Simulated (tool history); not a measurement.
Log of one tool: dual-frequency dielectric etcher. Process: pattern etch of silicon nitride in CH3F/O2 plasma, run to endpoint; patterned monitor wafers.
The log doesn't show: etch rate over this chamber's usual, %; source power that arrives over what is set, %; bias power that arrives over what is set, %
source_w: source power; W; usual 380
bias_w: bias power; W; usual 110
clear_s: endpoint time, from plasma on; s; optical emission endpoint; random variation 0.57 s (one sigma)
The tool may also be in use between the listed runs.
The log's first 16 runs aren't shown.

| run | day | source_w | bias_w | wafers since the last listed run | hours since the last wet clean | hours since the last source power generator calibration | hours since the last bias power generator calibration | hours since the last upper electrode change | incoming incoming film thickness, nm | clear_s |
|---|---|---|---|---|---|---|---|---|---|---|
| 17 | 8.188 | 300 | 135 | 41 | 29.2 | 77.6 | 4443.6 | 4616.8 | 88.2 | 81.3 |
|  | 8.917 | bias power generator calibrated |
| 18 | 8.938 | 300 | 87 | 52 | 47.2 | 95.6 | 0.5 | 4634.8 | 87.7 | 100.9 |
| 19 | 9.254 | 380 | 110 | 28 | 54.8 | 103.2 | 8.1 | 4642.4 | 88.4 | 80.4 |
| 20 | 9.542 | 410 | 110 | 26 | 61.7 | 110.1 | 15.0 | 4649.3 | 88.2 | 77.8 |
| 21 | 10.258 | 300 | 110 | 64 | 78.9 | 127.3 | 32.2 | 4666.5 | 88.5 | 90.9 |
|  | 11.400 | upper electrode replaced |
| 22 | 11.421 | 380 | 110 | 14 | 106.8 | 155.2 | 60.1 | 0.5 | 87.7 | 79.1 |
| 23 | 11.433 | 330 | 98 | 1 | 107.1 | 155.5 | 60.4 | 0.8 | 88.2 | 91.0 |
| 24 | 11.450 | 380 | 132 | 1 | 107.5 | 155.9 | 60.8 | 1.2 | 88.2 | 73.8 |
| 25 | 11.858 | 380 | 110 | 36 | 117.3 | 165.7 | 70.6 | 11.0 | 88.1 | 80.7 |
| 26 | 12.188 | 470 | 110 | 29 | 125.2 | 173.6 | 78.5 | 18.9 | 87.8 | 73.1 |
| 27 | 12.525 | 460 | 93 | 30 | 133.3 | 181.7 | 86.6 | 27.0 | 88.8 | 80.7 |
| 28 | 13.167 | 340 | 117 | 58 | 148.7 | 197.1 | 102.0 | 42.4 | 87.4 | 80.0 |
| 29 | 13.671 | 450 | 122 | 45 | 160.8 | 209.2 | 114.1 | 54.5 | 88.2 | 70.2 |
| 30 | 14.042 | 450 | 127 | 33 | 169.7 | 218.1 | 123.0 | 63.4 | 87.3 | 68.5 |
| 31 | 15.871 | 320 | 110 | 165 | 213.6 | 262.0 | 166.9 | 107.3 | 88.0 | 85.1 |
| 32 | 16.367 | 430 | 85 | 44 | 225.5 | 273.9 | 178.8 | 119.2 | 87.5 | 82.9 |
| 33 | 16.758 | 440 | 126 | 35 | 234.9 | 283.3 | 188.2 | 128.6 | 87.8 | 69.4 |
| 34 | 17.450 | 450 | 136 | 62 | 251.5 | 299.9 | 204.8 | 145.2 | 88.5 | 66.9 |

Forecast each of these 5 alternatives for the next run:
| A | 17.471 | 380 | 84 | 1 | 252.0 | 300.4 | 205.3 | 145.7 | 88.2 | ? |
| B | 17.471 | 280 | 101 | 1 | 252.0 | 300.4 | 205.3 | 145.7 | 88.2 | ? |
| C | 17.471 | 340 | 102 | 1 | 252.0 | 300.4 | 205.3 | 145.7 | 88.2 | ? |
| D | 17.471 | 380 | 98 | 1 | 252.0 | 300.4 | 205.3 | 145.7 | 88.2 | ? |
| E | 17.471 | 380 | 89 | 1 | 252.0 | 300.4 | 205.3 | 145.7 | 88.2 | ? |

| run | clear_s |
|---|---|
| A | 90.5 |
| B | 96.0 |
| C | 86.9 |
| D | 84.1 |
| E | 88.0 |
Without the tool's hidden state the same runs would have given:
| run | clear_s |
|---|---|
| A | 92.5 |
| B | 98.2 |
| C | 88.9 |
| D | 86.0 |
| E | 90.0 |
